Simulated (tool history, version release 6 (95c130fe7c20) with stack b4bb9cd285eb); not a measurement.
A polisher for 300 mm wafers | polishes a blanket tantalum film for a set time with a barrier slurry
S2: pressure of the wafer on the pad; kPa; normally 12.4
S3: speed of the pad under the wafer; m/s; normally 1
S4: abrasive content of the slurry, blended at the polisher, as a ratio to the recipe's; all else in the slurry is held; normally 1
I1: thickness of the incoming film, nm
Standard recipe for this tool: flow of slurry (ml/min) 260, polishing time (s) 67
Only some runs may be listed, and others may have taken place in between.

run 1 day=0 | flow_of_slurry_(ml/min)=260 S2=12.4 S3=1 S4=0.8 polishing_time_(s)=67 | I1=334 | film_removed_(Å)=1047
run 2 day=2.4 | flow_of_slurry_(ml/min)=260 S2=12.4 S3=1 S4=1 polishing_time_(s)=67 | I1=324.9 | film_removed_(Å)=1088
-- day=3.592 slurry nozzle cleaned
-- day=5.233 worn pad replaced by a new one
run 3 day=5.254 | flow_of_slurry_(ml/min)=260 S2=12.4 S3=1 S4=1 polishing_time_(s)=67 | I1=327.9 | film_removed_(Å)=1103
run 4 day=6.283 | flow_of_slurry_(ml/min)=260 S2=12.4 S3=1 S4=1.25 polishing_time_(s)=79 | I1=334.2 | film_removed_(Å)=1374
run 5 day=8.971 | flow_of_slurry_(ml/min)=330 S2=12.4 S3=1 S4=1 polishing_time_(s)=67 | I1=325.6 | film_removed_(Å)=1110
-- day=9.071 slurry blender recalibrated
run 6 day=11.567 | flow_of_slurry_(ml/min)=330 S2=12.4 S3=1 S4=1 polishing_time_(s)=67 | I1=331 | film_removed_(Å)=1149
run 7 day=14.317 | flow_of_slurry_(ml/min)=260 S2=12.4 S3=1 S4=1 polishing_time_(s)=75 | I1=327.7 | film_removed_(Å)=1238
run 8 day=16.596 | flow_of_slurry_(ml/min)=260 S2=12.4 S3=1 S4=1 polishing_time_(s)=75 | I1=324.5 | film_removed_(Å)=1226
run 9 day=18.329 | flow_of_slurry_(ml/min)=260 S2=12.4 S3=1 S4=1 polishing_time_(s)=75 | I1=333.1 | film_removed_(Å)=1217
-- day=19.754 worn pad replaced by a new one
run 10 day=26.075 | flow_of_slurry_(ml/min)=260 S2=9.7 S3=1 S4=1 polishing_time_(s)=67 | I1=327.9 | film_removed_(Å)=844
-- day=27.675 slurry blender recalibrated
run 11 day=27.988 | flow_of_slurry_(ml/min)=260 S2=9.7 S3=1 S4=1 polishing_time_(s)=67 | I1=331.3 | film_removed_(Å)=881
run 12 day=29.667 | flow_of_slurry_(ml/min)=260 S2=12.4 S3=1 S4=1 polishing_time_(s)=60 | I1=331.4 | film_removed_(Å)=995
run 13 day=30.817 | flow_of_slurry_(ml/min)=260 S2=12.4 S3=1 S4=1 polishing_time_(s)=60 | I1=332.6 | film_removed_(Å)=1005
run 14 day=33.388 | flow_of_slurry_(ml/min)=260 S2=12.4 S3=1 S4=1 polishing_time_(s)=60 | I1=327.4 | film_removed_(Å)=980
-- day=34.608 worn pad replaced by a new one
run 15 day=35.988 | flow_of_slurry_(ml/min)=260 S2=12.4 S3=1 S4=1.15 polishing_time_(s)=48 | I1=332.7 | film_removed_(Å)=805
run 16 day=37.262 | flow_of_slurry_(ml/min)=205 S2=12.4 S3=1.28 S4=1 polishing_time_(s)=67 | I1=329.9 | film_removed_(Å)=1316
-- day=39.179 slurry nozzle cleaned
run 17 day=39.946 | flow_of_slurry_(ml/min)=260 S2=12.4 S3=1.16 S4=0.75 polishing_time_(s)=87 | I1=326.5 | film_removed_(Å)=1435
run 18 day=41.3 | flow_of_slurry_(ml/min)=260 S2=15.9 S3=1 S4=1 polishing_time_(s)=67 | I1=326.9 | film_removed_(Å)=1369
-- day=43.55 slurry blender recalibrated
run 19 day=43.933 | flow_of_slurry_(ml/min)=260 S2=12.4 S3=1 S4=1.1 polishing_time_(s)=67 | I1=333.7 | film_removed_(Å)=1177
run 20 day=45.196 | flow_of_slurry_(ml/min)=260 S2=12.4 S3=1 S4=1.1 polishing_time_(s)=67 | I1=326.9 | film_removed_(Å)=1151
-- day=46.238 worn pad replaced by a new one
run 21 day=46.262 | flow_of_slurry_(ml/min)=290 S2=12.4 S3=1 S4=1 polishing_time_(s)=67 | I1=335.1 | film_removed_(Å)=1127
run 22 day=48.529 | flow_of_slurry_(ml/min)=260 S2=9 S3=1.3 S4=0.9 polishing_time_(s)=67 | I1=333.5 | film_removed_(Å)=993
-- day=50.258 head pressure recalibrated
run 23 day=51.258 | flow_of_slurry_(ml/min)=350 S2=9.7 S3=1 S4=1.2 polishing_time_(s)=67 | I1=330.2 | film_removed_(Å)=934
run 24 day=53.588 | flow_of_slurry_(ml/min)=260 S2=14.5 S3=1 S4=1 polishing_time_(s)=67 | I1=328.2 | film_removed_(Å)=1280
run 25 day=56.171 | flow_of_slurry_(ml/min)=235 S2=12.4 S3=1 S4=1 polishing_time_(s)=58 | I1=329.8 | film_removed_(Å)=943
run 26 day=58.404 | flow_of_slurry_(ml/min)=260 S2=12.4 S3=1 S4=1 polishing_time_(s)=67 | I1=326.9 | film_removed_(Å)=1090
-- day=60.379 worn pad replaced by a new one
-- day=60.7 slurry blender recalibrated
run 27 day=61.396 | flow_of_slurry_(ml/min)=325 S2=8.3 S3=1 S4=1 polishing_time_(s)=67 | I1=327.5 | film_removed_(Å)=777
run 28 day=62.8 | flow_of_slurry_(ml/min)=260 S2=12.4 S3=1 S4=1 polishing_time_(s)=67 | I1=330 | film_removed_(Å)=1104
run 29 day=66.067 | flow_of_slurry_(ml/min)=260 S2=12.4 S3=1.16 S4=0.75 polishing_time_(s)=87 | I1=327.2 | film_removed_(Å)=1451

Forecast each of these 3 alternatives for the next run:
run A day=66.083 | flow_of_slurry_(ml/min)=260 S2=12.4 S3=0.9 S4=1 polishing_time_(s)=67 | I1=332.7 | film_removed_(Å)=?
run B day=66.083 | flow_of_slurry_(ml/min)=260 S2=9.7 S3=1 S4=1 polishing_time_(s)=55 | I1=332.7 | film_removed_(Å)=?
run C day=66.083 | flow_of_slurry_(ml/min)=260 S2=11 S3=1 S4=1 polishing_time_(s)=59 | I1=332.7 | film_removed_(Å)=?

run=A film_removed_(Å)=1003
run=B film_removed_(Å)=700
run=C film_removed_(Å)=858
With the hidden condition removed and each run's random variation left untouched, the same runs would have given:
run=A film_removed_(Å)=1044
run=B film_removed_(Å)=728
run=C film_removed_(Å)=893
